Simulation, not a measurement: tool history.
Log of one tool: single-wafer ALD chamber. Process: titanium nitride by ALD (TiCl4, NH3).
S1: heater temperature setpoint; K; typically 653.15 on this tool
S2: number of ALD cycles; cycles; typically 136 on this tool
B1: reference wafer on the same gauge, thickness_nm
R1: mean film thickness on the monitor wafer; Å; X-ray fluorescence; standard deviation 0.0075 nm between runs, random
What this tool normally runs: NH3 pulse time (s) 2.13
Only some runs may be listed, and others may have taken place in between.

run 1 hour=0.0 | S1=664.15 S2=136 NH3_pulse_time_(s)=2.13 | B1=3.287 | R1=29.41
run 2 hour=130.7 | S1=653.15 S2=136 NH3_pulse_time_(s)=2.13 | B1=3.284 | R1=29.23
run 3 hour=198.2 | S1=653.15 S2=136 NH3_pulse_time_(s)=2.13 | B1=3.281 | R1=29.26
run 4 hour=248.3 | S1=653.15 S2=136 NH3_pulse_time_(s)=2.13 | B1=3.281 | R1=29.17
run 5 hour=349.5 | S1=653.15 S2=128 NH3_pulse_time_(s)=2.13 | B1=3.283 | R1=27.46
run 6 hour=385.6 | S1=653.15 S2=128 NH3_pulse_time_(s)=2.13 | B1=3.280 | R1=27.38
run 7 hour=452.6 | S1=653.15 S2=128 NH3_pulse_time_(s)=2.13 | B1=3.280 | R1=27.39
run 8 hour=497.9 | S1=653.15 S2=136 NH3_pulse_time_(s)=2.13 | B1=3.281 | R1=29.37
run 9 hour=593.1 | S1=653.15 S2=136 NH3_pulse_time_(s)=2.13 | B1=3.281 | R1=29.12
-- hour=678.9 showerhead replaced
run 10 hour=686.4 | S1=653.15 S2=136 NH3_pulse_time_(s)=2.31 | B1=3.282 | R1=29.23
run 11 hour=749.2 | S1=653.15 S2=136 NH3_pulse_time_(s)=2.13 | B1=3.280 | R1=29.37
-- hour=816.1 gauge calibrated
run 12 hour=995.0 | S1=653.15 S2=136 NH3_pulse_time_(s)=2.13 | B1=3.336 | R1=29.65
-- hour=1024.9 thermocouple changed; heater temperature recalibrated
run 13 hour=1051.8 | S1=653.15 S2=136 NH3_pulse_time_(s)=2.13 | B1=3.332 | R1=29.76

Forecast run 14:
run 14 hour=1126.5 | S1=640.15 S2=128 NH3_pulse_time_(s)=1.39 | B1=? | R1=?

{"run 14": {"B1": 3.331, "R1": 26.66}}
With the hidden condition absent and the run-to-run variation left alone, this run would have shown R1 26.84 Å.
